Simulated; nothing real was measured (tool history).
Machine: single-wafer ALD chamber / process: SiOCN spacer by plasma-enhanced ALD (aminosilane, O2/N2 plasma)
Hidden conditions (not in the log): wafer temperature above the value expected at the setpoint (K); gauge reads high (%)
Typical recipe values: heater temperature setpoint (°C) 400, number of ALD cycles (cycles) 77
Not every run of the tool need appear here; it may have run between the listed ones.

run,day,heater temperature setpoint (°C),number of ALD cycles (cycles),wafers since the last listed run,hours since the last thermocouple change,hours since the gauge calibration,"read-back reference wafer on the same gauge, thickness_nm",mean film thickness on the monitor wafer (angstrom)
1,0.000,400,66,0,1635.6,368.6,5.025,45.74
2,0.525,400,66,57,1648.2,381.2,5.035,45.43
3,0.871,400,66,38,1656.5,389.5,5.047,45.80
4,1.408,392,77,59,1669.4,402.4,5.039,53.32
5,1.808,392,77,44,1679.0,412.0,5.032,53.45
6,2.404,400,89,65,1693.3,426.3,5.024,61.79
7,2.696,400,89,32,1700.3,433.3,5.026,62.34
8,4.367,400,77,184,1740.4,473.4,5.038,53.26
9,4.638,400,77,29,1746.9,479.9,5.038,53.59
10,5.208,400,77,62,1760.6,493.6,5.027,53.24
11,5.558,400,77,38,1769.0,502.0,5.038,53.45
12,6.167,400,77,67,1783.6,516.6,5.031,53.75
# day 6.204: gauge calibrated
13,6.512,400,87,38,1791.9,7.4,5.036,60.33
# day 7.296: thermocouple changed; heater temperature recalibrated
14,7.317,400,71,51,0.5,26.7,5.031,48.95
15,7.488,406,84,18,4.6,30.8,5.019,57.19
16,8.179,406,84,76,21.2,47.4,5.026,57.63
17,8.500,406,84,35,28.9,55.1,5.030,57.15
18,8.900,400,77,44,38.5,64.7,5.043,53.31
19,9.438,386,92,59,51.4,77.6,5.022,63.50
20,9.725,390,84,31,58.3,84.5,5.028,58.40
21,10.300,395,70,63,72.1,98.3,5.022,48.87
22,10.700,400,77,44,81.7,107.9,5.030,53.21
23,11.108,394,65,44,91.5,117.7,5.036,45.16
24,11.796,389,85,75,108.0,134.2,5.046,59.11
25,12.333,400,77,59,120.9,147.1,5.026,53.42
26,12.604,390,63,29,127.4,153.6,5.024,43.59
27,13.333,414,69,80,144.9,171.1,5.029,46.28
28,13.912,390,70,63,158.8,185.0,5.023,48.23
29,14.438,387,71,57,171.4,197.6,5.032,49.01
30,14.779,400,77,37,179.6,205.8,5.035,53.38
31,15.408,405,81,69,194.7,220.9,5.034,55.68
32,15.983,387,89,63,208.5,234.7,5.048,61.60
33,16.379,405,81,43,218.0,244.2,5.032,54.84
34,16.708,400,77,36,225.9,252.1,5.035,53.17
35,17.317,405,91,67,240.5,266.7,5.028,62.50
36,17.842,406,84,57,253.1,279.3,5.029,57.64
37,18.588,400,77,82,271.0,297.2,5.037,52.95

4 options for the next run, each taken on its own from the tool as it stands now. Forecast them:
A,18.608,400,77,2,271.5,297.7,?,?
B,18.608,388,77,2,271.5,297.7,?,?
C,18.608,412,89,2,271.5,297.7,?,?
D,18.608,400,84,2,271.5,297.7,?,?

run,"read-back reference wafer on the same gauge, thickness_nm",mean film thickness on the monitor wafer (angstrom)
A,5.035,53.48
B,5.035,53.48
C,5.035,59.86
D,5.035,58.35
With the hidden condition removed and each run's random variation left untouched, the same runs would have given:
run,mean film thickness on the monitor wafer (angstrom)
A,53.48
B,53.48
C,59.86
D,58.35
